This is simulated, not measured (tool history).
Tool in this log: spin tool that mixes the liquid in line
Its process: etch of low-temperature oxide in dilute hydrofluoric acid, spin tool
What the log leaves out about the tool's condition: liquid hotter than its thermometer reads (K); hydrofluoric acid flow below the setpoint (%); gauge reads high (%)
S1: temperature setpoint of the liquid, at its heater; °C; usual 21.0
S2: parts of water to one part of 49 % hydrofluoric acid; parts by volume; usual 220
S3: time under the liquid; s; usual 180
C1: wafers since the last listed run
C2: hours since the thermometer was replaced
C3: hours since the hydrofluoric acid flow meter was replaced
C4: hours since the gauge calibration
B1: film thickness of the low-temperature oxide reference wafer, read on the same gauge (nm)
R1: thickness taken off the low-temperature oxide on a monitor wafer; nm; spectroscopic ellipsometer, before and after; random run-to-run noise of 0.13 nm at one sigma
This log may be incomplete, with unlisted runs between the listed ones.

Run 1, hour 0.0: usual settings; C1 0; C2 2301.5; C3 1867.9; C4 223.1; B1 80.00. Result: R1 16.00 nm.
Run 2, hour 23.7: usual settings; C1 164; C2 2325.2; C3 1891.6; C4 246.8; B1 79.96. Result: R1 16.10 nm.
Run 3, hour 35.3: usual settings; C1 80; C2 2336.8; C3 1903.2; C4 258.4; B1 80.04. Result: R1 15.90 nm.
Run 4, hour 46.8: usual settings; C1 79; C2 2348.3; C3 1914.7; C4 269.9; B1 79.99. Result: R1 15.73 nm.
Run 5, hour 57.0: usual settings but S1 22.0 °C; C1 70; C2 2358.5; C3 1924.9; C4 280.1; B1 79.97. Result: R1 16.58 nm.
Run 6, hour 65.5: usual settings; C1 59; C2 2367.0; C3 1933.4; C4 288.6; B1 80.04. Result: R1 15.82 nm.
Run 7, hour 76.4: usual settings; C1 75; C2 2377.9; C3 1944.3; C4 299.5; B1 80.04. Result: R1 15.78 nm.
Run 8, hour 88.6: usual settings but S1 20.0 °C; C1 84; C2 2390.1; C3 1956.5; C4 311.7; B1 80.05. Result: R1 15.32 nm.
At hour 99.4: thermometer replaced.
Run 9, hour 100.0: usual settings but S2 280 parts by volume, S3 250 s; C1 72; C2 0.6; C3 1967.9; C4 323.1; B1 79.97. Result: R1 16.21 nm.
Run 10, hour 113.3: usual settings but S2 280 parts by volume, S3 250 s; C1 92; C2 13.9; C3 1981.2; C4 336.4; B1 80.00. Result: R1 16.23 nm.
Run 11, hour 122.3: usual settings but S2 290 parts by volume; C1 62; C2 22.9; C3 1990.2; C4 345.4; B1 79.95. Result: R1 11.34 nm.
At hour 126.5: gauge calibrated.
Run 12, hour 133.1: usual settings; C1 74; C2 33.7; C3 2001.0; C4 6.6; B1 80.03. Result: R1 15.82 nm.
Run 13, hour 149.2: usual settings; C1 111; C2 49.8; C3 2017.1; C4 22.7; B1 79.98. Result: R1 15.91 nm.
Run 14, hour 157.8: usual settings but S2 170 parts by volume; C1 59; C2 58.4; C3 2025.7; C4 31.3; B1 80.04. Result: R1 21.85 nm.
Run 15, hour 175.5: usual settings but S1 25.0 °C, S2 325 parts by volume, S3 240 s; C1 122; C2 76.1; C3 2043.4; C4 49.0; B1 80.04. Result: R1 14.64 nm.
Run 16, hour 192.2: usual settings but S1 25.5 °C, S2 135 parts by volume, S3 70 s; C1 115; C2 92.8; C3 2060.1; C4 65.7; B1 80.01. Result: R1 13.20 nm.
Run 17, hour 204.1: usual settings but S1 18.0 °C, S2 270 parts by volume; C1 82; C2 104.7; C3 2072.0; C4 77.6; B1 79.97. Result: R1 10.91 nm.
Run 18, hour 211.7: usual settings but S1 18.0 °C, S2 270 parts by volume, S3 240 s; C1 52; C2 112.3; C3 2079.6; C4 85.2; B1 79.96. Result: R1 14.52 nm.
At hour 214.5: hydrofluoric acid flow meter replaced.
Run 19, hour 220.2: usual settings but S1 18.0 °C, S3 130 s; C1 52; C2 120.8; C3 5.7; C4 93.7; B1 79.96. Result: R1 9.14 nm.
Run 20, hour 227.9: usual settings; C1 53; C2 128.5; C3 13.4; C4 101.4; B1 79.96. Result: R1 14.20 nm.
Run 21, hour 274.9: usual settings but S1 23.5 °C, S2 265 parts by volume, S3 85 s; C1 326; C2 175.5; C3 60.4; C4 148.4; B1 80.02. Result: R1 5.75 nm.
Run 22, hour 289.7: usual settings; C1 102; C2 190.3; C3 75.2; C4 163.2; B1 80.02. Result: R1 14.14 nm.
Run 23, hour 297.6: usual settings but S1 19.0 °C, S2 145 parts by volume, S3 255 s; C1 54; C2 198.2; C3 83.1; C4 171.1; B1 79.94. Result: R1 30.99 nm.
Run 24, hour 305.1: usual settings but S2 275 parts by volume, S3 235 s; C1 52; C2 205.7; C3 90.6; C4 178.6; B1 79.99. Result: R1 14.12 nm.
Run 25, hour 316.0: usual settings; C1 75; C2 216.6; C3 101.5; C4 189.5; B1 80.05. Result: R1 14.32 nm.
Run 26, hour 328.3: usual settings but S1 18.5 °C, S2 160 parts by volume, S3 140 s; C1 85; C2 228.9; C3 113.8; C4 201.8; B1 80.03. Result: R1 14.75 nm.
At hour 334.2: hydrofluoric acid flow meter replaced, repeated, since the last time left the tool worse.
Run 27, hour 337.0: usual settings but S1 19.5 °C, S2 275 parts by volume, S3 230 s; C1 53; C2 237.6; C3 2.8; C4 210.5; B1 79.96. Result: R1 15.98 nm.
Run 28, hour 354.9: usual settings but S1 17.5 °C, S2 330 parts by volume, S3 135 s; C1 124; C2 255.5; C3 20.7; C4 228.4; B1 80.03. Result: R1 6.76 nm.
Run 29, hour 369.4: usual settings but S1 25.0 °C; C1 100; C2 270.0; C3 35.2; C4 242.9; B1 80.00. Result: R1 20.11 nm.
At hour 409.1: gauge calibrated.
Run 30, hour 409.4: usual settings but S2 325 parts by volume; C1 277; C2 310.0; C3 75.2; C4 0.3; B1 80.03. Result: R1 10.66 nm.
Run 31, hour 426.1: usual settings but S2 175 parts by volume, S3 255 s; C1 115; C2 326.7; C3 91.9; C4 17.0; B1 79.99. Result: R1 32.24 nm.
Run 32, hour 439.1: usual settings but S1 17.5 °C, S2 330 parts by volume, S3 135 s; C1 90; C2 339.7; C3 104.9; C4 30.0; B1 79.99. Result: R1 6.85 nm.

Below, some changes in R1 between adjacent runs. For each, the amount present without the hidden state too (settings, incoming material, random variation) and the amount remaining for the hidden state with gauge scatter not shared by both compared results:
Run 22 -> 23: S1 21.0 -> 19.0, S2 220 -> 145, S3 180 -> 255. R1 +16.85 nm: hidden state -3.42, all else +20.27.
Run 23 -> 24: S1 19.0 -> 21.0, S2 145 -> 275, S3 255 -> 235. R1 -16.87 nm: hidden state +3.28, all else -20.15.
Run 26 -> 27: S1 18.5 -> 19.5, S2 160 -> 275, S3 140 -> 230, hydrofluoric acid flow meter replaced, repeated, since the last time left the tool worse. R1 +1.23 nm: hidden state +3.07, all else -1.84.
Run 30 -> 31: S2 325 -> 175, S3 180 -> 255. R1 +21.58 nm: hidden state -0.29, all else +21.87.
Run 31 -> 32: S1 21.0 -> 17.5, S2 175 -> 330, S3 255 -> 135. R1 -25.39 nm: hidden state +0.34, all else -25.73.
